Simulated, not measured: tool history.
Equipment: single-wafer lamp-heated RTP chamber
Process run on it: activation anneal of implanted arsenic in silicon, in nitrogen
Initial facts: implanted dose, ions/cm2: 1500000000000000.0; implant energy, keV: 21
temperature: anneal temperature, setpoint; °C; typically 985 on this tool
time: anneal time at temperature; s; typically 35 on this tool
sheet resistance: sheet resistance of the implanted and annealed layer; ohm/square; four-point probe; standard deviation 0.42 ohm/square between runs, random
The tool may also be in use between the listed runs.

run   hour  temperature  time  wafers since the last listed run  wafers since the last pyrometer calibration  wafers since the reflector plate was cleaned  hours since the gauge calibration  read-back reference wafer on the same gauge, sheet resistance  sheet resistance
  1    0.0          985    35                                 0                                         2659                                          3578                              246.5                                                         129.07            110.86
  2   22.7          985    35                               409                                         3069                                          3988                              269.2                                                         128.84            110.36
  3   42.4          985    35                               355                                         3425                                          4343                              288.9                                                         129.03            109.89
  4   56.1          985    35                               247                                         3672                                          4591                              302.6                                                         129.08            109.37
  5   96.3          985    35                               725                                         4398                                          5316                              342.8                                                         128.94            108.32
  6  126.6          985    35                               546                                         4945                                          5863                              373.1                                                         128.95            108.44
  7  153.2          985    35                               480                                         5425                                          6344                              399.7                                                         128.91            108.99
  8  181.4          985    35                               509                                         5934                                          6853                              427.9                                                         128.95            108.14
     198.2  -- gauge calibrated
  9  219.4          985    42                               685                                         6620                                          7539                               21.2                                                         128.96            105.02
 10  241.8          985    35                               404                                         7024                                          7943                               43.6                                                         129.04            107.34
 11  266.9         1010    42                               453                                         7477                                          8396                               68.7                                                         128.92             94.89
     293.9  -- reflector plate cleaned
 12  294.4          972    19                               352                                         7829                                             9                               96.2                                                         128.88            124.26
 13  308.2          972    41                               249                                         8079                                           258                              110.0                                                         129.02            113.32
     328.8  -- pyrometer window cleaned and pyrometer calibrated
 14  339.4          985    35                               418                                          190                                           677                              141.2                                                         129.06            111.67
 15  363.4          974    20                               433                                          623                                          1110                              165.2                                                         128.99            125.60
 16  385.9          985    35                               406                                         1030                                          1517                              187.7                                                         129.01            111.36
 17  419.9          996    46                               613                                         1643                                          2130                              221.7                                                         128.81            102.60

Run-by-run hidden state of the tool:
gauge reads high (%): 0, the same for each run
H1: true wafer temperature minus pyrometer reading, K
H2: wafer temperature error from the tarnished reflector plate, K
run    H1      H2
  1  2.74    4.11
  2  3.14    4.47
  3  3.48    4.78
  4  3.72       5
  5  4.41    5.63
  6  4.94    6.11
  7   5.4    6.53
  8  5.89    6.97
  9  6.55    7.57
 10  6.93    7.92
 11  7.37    8.32
 12  7.85  0.0973
 13  8.09   0.315
 14  1.49   0.807
 15   1.9    1.19
 16  2.29    1.54
 17  2.88    2.08

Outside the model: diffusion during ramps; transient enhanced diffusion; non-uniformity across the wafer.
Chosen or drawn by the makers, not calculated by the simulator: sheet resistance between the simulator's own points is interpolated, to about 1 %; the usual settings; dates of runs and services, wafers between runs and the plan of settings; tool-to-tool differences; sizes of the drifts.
